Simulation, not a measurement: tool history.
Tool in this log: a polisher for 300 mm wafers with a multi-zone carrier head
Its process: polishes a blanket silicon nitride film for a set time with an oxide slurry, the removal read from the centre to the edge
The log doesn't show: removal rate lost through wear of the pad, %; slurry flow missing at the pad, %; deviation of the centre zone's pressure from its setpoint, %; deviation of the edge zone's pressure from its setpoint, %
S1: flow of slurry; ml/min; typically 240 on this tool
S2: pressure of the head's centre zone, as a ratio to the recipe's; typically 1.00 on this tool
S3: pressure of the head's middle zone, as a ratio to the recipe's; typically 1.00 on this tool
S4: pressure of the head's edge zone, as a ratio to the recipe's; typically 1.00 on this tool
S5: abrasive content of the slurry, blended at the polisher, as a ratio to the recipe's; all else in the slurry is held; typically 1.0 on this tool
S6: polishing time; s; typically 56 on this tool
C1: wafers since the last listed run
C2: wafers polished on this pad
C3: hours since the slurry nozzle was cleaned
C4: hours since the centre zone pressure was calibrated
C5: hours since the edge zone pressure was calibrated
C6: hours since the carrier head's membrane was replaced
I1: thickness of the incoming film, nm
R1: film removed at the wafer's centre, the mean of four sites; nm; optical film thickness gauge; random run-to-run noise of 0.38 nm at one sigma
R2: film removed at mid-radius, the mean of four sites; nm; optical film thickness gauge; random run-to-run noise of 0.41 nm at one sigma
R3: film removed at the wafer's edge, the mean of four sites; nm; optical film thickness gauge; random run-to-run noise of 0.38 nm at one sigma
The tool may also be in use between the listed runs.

run 1 hour=0.0 | S1=240 S2=1.00 S3=1.00 S4=1.00 S5=1.0 S6=56 | C1=0 C2=2405 C3=314.3 C4=278.1 C5=267.5 C6=1795.3 | I1=645.1 | R1=32.8 R2=34.3 R3=35.4
-- hour=37.7 slurry nozzle cleaned
run 2 hour=55.9 | S1=240 S2=1.04 S3=1.00 S4=1.00 S5=1.0 S6=56 | C1=712 C2=3118 C3=18.2 C4=334.0 C5=323.4 C6=1851.2 | I1=648.3 | R1=36.5 R2=35.1 R3=36.5
run 3 hour=126.9 | S1=240 S2=1.04 S3=1.00 S4=1.00 S5=1.0 S6=56 | C1=921 C2=4039 C3=89.2 C4=405.0 C5=394.4 C6=1922.2 | I1=643.5 | R1=33.3 R2=32.7 R3=34.2
-- hour=163.5 worn pad replaced by a new one
-- hour=196.9 edge zone pressure recalibrated
-- hour=213.0 carrier head's membrane replaced by a new one
run 4 hour=221.3 | S1=240 S2=1.04 S3=1.00 S4=1.00 S5=1.0 S6=56 | C1=1082 C2=659 C3=183.6 C4=499.4 C5=24.4 C6=8.3 | I1=646.7 | R1=36.8 R2=35.6 R3=36.5
run 5 hour=247.0 | S1=240 S2=1.00 S3=1.00 S4=0.90 S5=1.0 S6=56 | C1=333 C2=992 C3=209.3 C4=525.1 C5=50.1 C6=34.0 | I1=631.3 | R1=35.0 R2=34.8 R3=35.9
run 6 hour=312.4 | S1=240 S2=1.00 S3=1.00 S4=0.90 S5=1.0 S6=56 | C1=848 C2=1841 C3=274.7 C4=590.5 C5=115.5 C6=99.4 | I1=648.4 | R1=34.3 R2=34.4 R3=34.9
-- hour=322.0 slurry nozzle cleaned
run 7 hour=356.7 | S1=240 S2=1.00 S3=1.05 S4=1.00 S5=1.0 S6=48 | C1=561 C2=2403 C3=34.7 C4=634.8 C5=159.8 C6=143.7 | I1=644.3 | R1=30.4 R2=32.8 R3=31.5
-- hour=460.8 centre zone pressure recalibrated
run 8 hour=461.3 | S1=240 S2=1.00 S3=0.91 S4=1.00 S5=1.0 S6=56 | C1=1331 C2=3735 C3=139.3 C4=0.5 C5=264.4 C6=248.3 | I1=635.8 | R1=32.0 R2=30.2 R3=33.7
run 9 hour=504.3 | S1=240 S2=1.00 S3=1.00 S4=1.00 S5=1.0 S6=56 | C1=558 C2=4293 C3=182.3 C4=43.5 C5=307.4 C6=291.3 | I1=637.8 | R1=30.4 R2=30.6 R3=32.4
-- hour=519.1 worn pad replaced by a new one
run 10 hour=543.6 | S1=210 S2=1.00 S3=1.00 S4=1.00 S5=1.0 S6=56 | C1=458 C2=318 C3=221.6 C4=82.8 C5=346.7 C6=330.6 | I1=636.9 | R1=33.1 R2=34.3 R3=35.6
run 11 hour=605.8 | S1=240 S2=1.00 S3=1.00 S4=1.00 S5=1.0 S6=56 | C1=807 C2=1125 C3=283.8 C4=145.0 C5=408.9 C6=392.8 | I1=636.2 | R1=33.4 R2=34.5 R3=36.0
run 12 hour=650.8 | S1=240 S2=1.00 S3=0.93 S4=1.00 S5=1.0 S6=56 | C1=584 C2=1709 C3=328.8 C4=190.0 C5=453.9 C6=437.8 | I1=638.3 | R1=33.4 R2=31.5 R3=35.8
-- hour=673.8 edge zone pressure recalibrated
run 13 hour=684.3 | S1=185 S2=1.00 S3=1.00 S4=1.00 S5=1.0 S6=56 | C1=408 C2=2118 C3=362.3 C4=223.5 C5=10.5 C6=471.3 | I1=636.4 | R1=30.2 R2=31.1 R3=33.0
-- hour=685.3 slurry nozzle cleaned
run 14 hour=715.3 | S1=240 S2=1.00 S3=1.09 S4=1.00 S5=1.0 S6=67 | C1=389 C2=2507 C3=30.0 C4=254.5 C5=41.5 C6=502.3 | I1=635.2 | R1=42.4 R2=45.4 R3=44.2
run 15 hour=753.4 | S1=240 S2=1.04 S3=1.00 S4=1.00 S5=1.0 S6=56 | C1=494 C2=3001 C3=68.1 C4=292.6 C5=79.6 C6=540.4 | I1=644.1 | R1=35.6 R2=34.2 R3=36.0
run 16 hour=796.0 | S1=175 S2=1.00 S3=1.06 S4=1.00 S5=1.0 S6=42 | C1=552 C2=3554 C3=110.7 C4=335.2 C5=122.2 C6=583.0 | I1=645.3 | R1=23.1 R2=24.2 R3=24.4
-- hour=802.5 worn pad replaced by a new one
run 17 hour=822.1 | S1=240 S2=1.00 S3=1.00 S4=0.96 S5=1.0 S6=56 | C1=286 C2=254 C3=136.8 C4=361.3 C5=148.3 C6=609.1 | I1=636.7 | R1=35.4 R2=35.2 R3=37.0
run 18 hour=888.7 | S1=240 S2=1.00 S3=1.00 S4=1.00 S5=1.0 S6=56 | C1=864 C2=1119 C3=203.4 C4=427.9 C5=214.9 C6=675.7 | I1=643.6 | R1=33.6 R2=34.4 R3=36.1
run 19 hour=921.9 | S1=240 S2=1.12 S3=1.00 S4=1.00 S5=0.9 S6=36 | C1=430 C2=1550 C3=236.6 C4=461.1 C5=248.1 C6=708.9 | I1=648.4 | R1=22.5 R2=20.8 R3=22.2
run 20 hour=974.8 | S1=240 S2=1.00 S3=1.00 S4=1.00 S5=1.3 S6=56 | C1=686 C2=2236 C3=289.5 C4=514.0 C5=301.0 C6=761.8 | I1=643.9 | R1=36.7 R2=36.6 R3=38.8
-- hour=993.5 slurry nozzle cleaned
run 21 hour=1026.3 | S1=170 S2=1.00 S3=1.00 S4=1.00 S5=1.1 S6=56 | C1=655 C2=2892 C3=32.8 C4=565.5 C5=352.5 C6=813.3 | I1=638.3 | R1=32.7 R2=33.7 R3=35.6
run 22 hour=1085.5 | S1=275 S2=1.00 S3=1.00 S4=1.00 S5=1.0 S6=56 | C1=768 C2=3660 C3=92.0 C4=624.7 C5=411.7 C6=872.5 | I1=646.0 | R1=33.0 R2=33.9 R3=34.6

Each row is a separate what-if for the run after 22, all from the same tool condition, not one after another. Results?
run A hour=1085.9 | S1=240 S2=1.00 S3=1.00 S4=1.00 S5=1.0 S6=40 | C1=5 C2=3665 C3=92.4 C4=625.1 C5=412.1 C6=872.9 | I1=644.6 | R1=? R2=? R3=?
run B hour=1085.9 | S1=270 S2=0.91 S3=1.00 S4=1.00 S5=1.0 S6=56 | C1=5 C2=3665 C3=92.4 C4=625.1 C5=412.1 C6=872.9 | I1=644.6 | R1=? R2=? R3=?
run C hour=1085.9 | S1=240 S2=1.00 S3=1.05 S4=0.96 S5=1.0 S6=56 | C1=5 C2=3665 C3=92.4 C4=625.1 C5=412.1 C6=872.9 | I1=644.6 | R1=? R2=? R3=?

run=A R1=22.8 R2=23.1 R3=23.5
run=B R1=29.7 R2=33.0 R3=33.4
run=C R1=31.9 R2=33.7 R3=32.5
Without the tool's unlogged condition, the same runs would have read:
run=A R1=27.4 R2=27.6 R3=27.7
run=B R1=35.4 R2=39.2 R3=39.2
run=C R1=38.4 R2=40.3 R3=38.3
